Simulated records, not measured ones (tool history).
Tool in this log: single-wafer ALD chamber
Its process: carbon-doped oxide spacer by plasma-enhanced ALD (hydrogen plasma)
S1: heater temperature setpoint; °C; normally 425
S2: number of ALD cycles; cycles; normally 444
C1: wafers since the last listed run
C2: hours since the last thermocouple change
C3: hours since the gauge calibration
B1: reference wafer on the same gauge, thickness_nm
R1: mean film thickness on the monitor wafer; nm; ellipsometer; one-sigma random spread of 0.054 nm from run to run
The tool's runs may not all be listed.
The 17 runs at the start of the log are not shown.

run 18 hour=255.1 | S1=425 S2=444 | C1=11 C2=55.6 C3=293.9 | B1=22.53 | R1=21.176
run 19 hour=283.6 | S1=425 S2=444 | C1=20 C2=84.1 C3=322.4 | B1=22.507 | R1=21.29
run 20 hour=295.4 | S1=440 S2=444 | C1=8 C2=95.9 C3=334.2 | B1=22.513 | R1=20.047
run 21 hour=309.9 | S1=431 S2=491 | C1=10 C2=110.4 C3=348.7 | B1=22.493 | R1=22.969
run 22 hour=317.3 | S1=414 S2=444 | C1=5 C2=117.8 C3=356.1 | B1=22.494 | R1=22.003
run 23 hour=323.6 | S1=425 S2=362 | C1=4 C2=124.1 C3=362.4 | B1=22.507 | R1=17.278
run 24 hour=331.5 | S1=419 S2=378 | C1=5 C2=132 C3=370.3 | B1=22.497 | R1=18.479
-- hour=342.3 gauge calibrated
run 25 hour=360.7 | S1=411 S2=498 | C1=20 C2=161.2 C3=18.4 | B1=22.785 | R1=25.23

Run 26, settings as shown, results not yet in. Your forecast:
run 26 hour=376 | S1=420 S2=391 | C1=10 C2=176.5 C3=33.7 | B1=? | R1=?

Run 26 measured B1 22.754, R1 19.249 nm.
The same run, on a tool lacking any hidden state, would have yielded R1 19.288 nm.

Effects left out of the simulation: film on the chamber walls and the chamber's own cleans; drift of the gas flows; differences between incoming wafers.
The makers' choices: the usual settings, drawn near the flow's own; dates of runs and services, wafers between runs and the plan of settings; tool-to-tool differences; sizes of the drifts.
